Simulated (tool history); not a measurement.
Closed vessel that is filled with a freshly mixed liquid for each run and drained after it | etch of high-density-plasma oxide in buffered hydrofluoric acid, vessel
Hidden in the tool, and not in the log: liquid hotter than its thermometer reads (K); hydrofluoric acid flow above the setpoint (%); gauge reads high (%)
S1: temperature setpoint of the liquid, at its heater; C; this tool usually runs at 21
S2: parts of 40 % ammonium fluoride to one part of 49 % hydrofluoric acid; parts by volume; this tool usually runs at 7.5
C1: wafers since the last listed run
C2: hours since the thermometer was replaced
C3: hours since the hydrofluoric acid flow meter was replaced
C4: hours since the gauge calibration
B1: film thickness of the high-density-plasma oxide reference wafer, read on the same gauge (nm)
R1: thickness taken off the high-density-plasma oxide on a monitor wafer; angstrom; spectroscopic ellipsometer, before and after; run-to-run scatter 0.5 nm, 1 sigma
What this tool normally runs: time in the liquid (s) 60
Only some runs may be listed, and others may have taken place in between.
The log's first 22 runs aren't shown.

run 23 hour=315.4 | S1=23.5 S2=7.5 time_in_the_liquid_(s)=60 | C1=521 C2=129.6 C3=216 C4=211.1 | B1=80 | R1=984.1
run 24 hour=323.2 | S1=25.5 S2=5 time_in_the_liquid_(s)=60 | C1=606 C2=137.4 C3=223.8 C4=218.9 | B1=80 | R1=1573.2
run 25 hour=336.4 | S1=21 S2=7.5 time_in_the_liquid_(s)=60 | C1=1027 C2=150.6 C3=237 C4=232.1 | B1=80 | R1=869.1
run 26 hour=350.4 | S1=21 S2=10.5 time_in_the_liquid_(s)=80 | C1=1089 C2=164.6 C3=251 C4=246.1 | B1=79.99 | R1=842.1
run 27 hour=358.9 | S1=21 S2=7.5 time_in_the_liquid_(s)=60 | C1=661 C2=173.1 C3=259.5 C4=254.6 | B1=79.99 | R1=869.4
run 28 hour=367.2 | S1=18 S2=5 time_in_the_liquid_(s)=90 | C1=645 C2=181.4 C3=267.8 C4=262.9 | B1=80 | R1=1569.7
run 29 hour=381.8 | S1=21 S2=7.5 time_in_the_liquid_(s)=60 | C1=1135 C2=196 C3=282.4 C4=277.5 | B1=80 | R1=865
run 30 hour=398.6 | S1=21 S2=7.5 time_in_the_liquid_(s)=60 | C1=1307 C2=212.8 C3=299.2 C4=294.3 | B1=79.99 | R1=873.1
run 31 hour=416.6 | S1=21 S2=7.5 time_in_the_liquid_(s)=60 | C1=1400 C2=230.8 C3=317.2 C4=312.3 | B1=80.01 | R1=865.2
run 32 hour=428.6 | S1=25.5 S2=10 time_in_the_liquid_(s)=70 | C1=933 C2=242.8 C3=329.2 C4=324.3 | B1=80.01 | R1=997.9
run 33 hour=435.7 | S1=21 S2=5.5 time_in_the_liquid_(s)=30 | C1=552 C2=249.9 C3=336.3 C4=331.4 | B1=80.01 | R1=583.6

Here are 3 independent what-if runs from the current tool condition. What would each one return?
run A hour=436.4 | S1=21 S2=9.5 time_in_the_liquid_(s)=60 | C1=54 C2=250.6 C3=337 C4=332.1 | B1=? | R1=?
run B hour=436.4 | S1=17 S2=8.5 time_in_the_liquid_(s)=85 | C1=54 C2=250.6 C3=337 C4=332.1 | B1=? | R1=?
run C hour=436.4 | S1=22.5 S2=5.5 time_in_the_liquid_(s)=60 | C1=54 C2=250.6 C3=337 C4=332.1 | B1=? | R1=?

run=A B1=80 R1=692.4
run=B B1=80 R1=862.6
run=C B1=80 R1=1256.6
With no hidden state in the tool, these same runs would have given:
run=A R1=674.2
run=B R1=839.3
run=C R1=1224
